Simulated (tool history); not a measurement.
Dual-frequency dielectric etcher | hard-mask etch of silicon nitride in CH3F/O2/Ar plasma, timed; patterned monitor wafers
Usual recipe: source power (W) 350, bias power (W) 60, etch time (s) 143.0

run	hour	source power (W)	bias power (W)	etch time (s)	read-back reference wafer on the same gauge, depth_nm	mean etch depth across the wafer (angstrom)
1	0.0	350	60	143.0	97.9	921
2	17.0	350	60	143.0	97.9	926
3	34.7	350	60	143.0	98.0	926
4	45.6	350	60	132.0	98.0	858
5	54.2	350	60	127.5	97.9	824
6	61.8	350	60	127.5	97.8	827
7	70.3	350	60	127.5	97.9	821
8	84.7	350	60	143.0	97.8	929
9	91.1	350	60	143.0	98.0	936
# hour 122.3: wet clean of the chamber
# hour 145.9: upper electrode replaced
10	146.4	350	60	143.0	98.1	881
11	146.8	350	60	143.0	98.0	891
12	147.1	350	60	143.0	98.0	877
13	147.5	350	60	143.0	97.8	891
14	147.8	350	60	143.0	97.8	874
15	160.5	350	60	143.0	97.9	879
# hour 166.9: source power generator calibrated
16	173.1	350	60	143.0	97.7	885
17	187.8	320	60	143.0	97.9	863
18	195.7	400	45	118.0	98.0	688
# hour 197.1: gauge calibrated
19	209.4	390	60	143.0	97.8	906
20	224.4	430	47	106.5	97.8	648
21	237.8	350	60	143.0	98.0	886
# hour 246.5: bias power generator calibrated
22	251.0	350	60	143.0	97.8	899
23	268.4	390	68	143.0	97.8	953
24	288.8	320	64	143.0	97.9	892
25	301.4	400	50	177.0	97.9	1081
26	310.4	320	67	102.0	97.7	642
27	325.5	350	49	100.5	97.7	589
28	334.6	350	60	127.5	97.8	802

Alternative continuations, all from the tool just after run 28; predict every row:
A	335.1	350	60	143.0	?	?
B	335.1	270	65	143.0	?	?
C	335.1	390	69	174.5	?	?
D	335.1	350	60	167.0	?	?

run	read-back reference wafer on the same gauge, depth_nm	mean etch depth across the wafer (angstrom)
A	97.9	896
B	97.9	862
C	97.9	1177
D	97.9	1046
Had the tool no hidden state, the same runs would have come out as:
run	mean etch depth across the wafer (angstrom)
A	884
B	851
C	1161
D	1032
